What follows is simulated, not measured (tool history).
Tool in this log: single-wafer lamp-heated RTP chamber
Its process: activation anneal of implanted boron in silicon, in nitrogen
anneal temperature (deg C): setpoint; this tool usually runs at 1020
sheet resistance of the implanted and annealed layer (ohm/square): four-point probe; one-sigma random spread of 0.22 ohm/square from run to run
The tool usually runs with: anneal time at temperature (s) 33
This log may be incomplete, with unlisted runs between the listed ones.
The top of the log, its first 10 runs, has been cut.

run,hour,anneal temperature (deg C),anneal time at temperature (s),wafers since the last listed run,wafers since the last pyrometer calibration,wafers since the reflector plate was cleaned,hours since the gauge calibration,"read-back reference wafer on the same gauge, sheet resistance",sheet resistance of the implanted and annealed layer (ohm/square)
11,582.5,1020,33,1280,7379,6101,2062.1,124.92,125.80
# hour 619.5: gauge calibrated
# hour 659.3: pyrometer window cleaned and pyrometer calibrated
12,659.8,996,41,1280,8,7381,40.3,124.96,130.30
13,716.4,1008,47,1045,1054,8427,96.9,124.99,127.51
14,786.3,1020,33,1291,2346,9719,166.8,124.99,126.11
15,827.0,1042,43,752,3098,10471,207.5,125.02,124.28
16,861.9,1020,33,644,3743,11116,242.4,125.03,126.34
17,919.7,1020,33,1068,4811,12184,300.2,124.96,126.47
18,984.4,1012,19,1195,6006,13379,364.9,124.98,128.17
# hour 1008.9: reflector plate cleaned
19,1010.2,1020,40,328,6335,24,390.7,124.96,125.64
20,1041.8,1038,33,583,6919,608,422.3,125.04,124.70
21,1106.3,1020,33,1191,8111,1800,486.8,125.03,125.97
# hour 1243.8: pyrometer window cleaned and pyrometer calibrated
22,1304.6,1003,52,3516,1122,5317,685.1,124.99,127.94
23,1357.7,1020,33,981,2103,6298,738.2,125.00,126.91
24,1401.9,1046,33,816,2920,7114,782.4,125.01,124.61
25,1467.9,999,28,1219,4140,8334,848.4,124.99,130.14
26,1512.1,1042,49,816,4956,9151,892.6,125.03,124.32
27,1575.0,1037,21,1162,6119,10313,955.5,125.02,125.34
28,1611.9,996,21,681,6800,10995,992.4,125.04,131.38
# hour 1622.9: reflector plate cleaned
29,1672.3,1020,33,968,7769,912,1052.8,125.05,126.08
30,1705.3,1007,48,609,8379,1522,1085.8,124.98,126.53
# hour 1741.7: pyrometer window cleaned and pyrometer calibrated
31,1767.1,1020,33,994,470,2516,1147.6,125.04,126.55
32,1796.4,1032,27,541,1011,3058,1176.9,125.01,126.04
33,1846.4,1020,33,923,1935,3982,1226.9,124.99,126.19
34,1886.8,992,41,746,2681,4728,1267.3,125.03,131.21
35,1929.2,993,33,783,3465,5512,1309.7,125.05,132.01

5 options for the next run, each taken on its own from the tool as it stands now. Forecast them:
A,1929.6,1020,33,7,3472,5519,1310.1,?,?
B,1929.6,1020,49,7,3472,5519,1310.1,?,?
C,1929.6,1032,21,7,3472,5519,1310.1,?,?
D,1929.6,1035,47,7,3472,5519,1310.1,?,?
E,1929.6,1034,49,7,3472,5519,1310.1,?,?

run,"read-back reference wafer on the same gauge, sheet resistance",sheet resistance of the implanted and annealed layer (ohm/square)
A,124.95,126.43
B,124.95,125.65
C,124.95,126.05
D,124.95,124.55
E,124.95,124.53
The same runs, with their run-to-run variation unchanged, on a tool lacking any hidden condition would have given:
run,sheet resistance of the implanted and annealed layer (ohm/square)
A,126.54
B,125.75
C,126.13
D,124.61
E,124.60
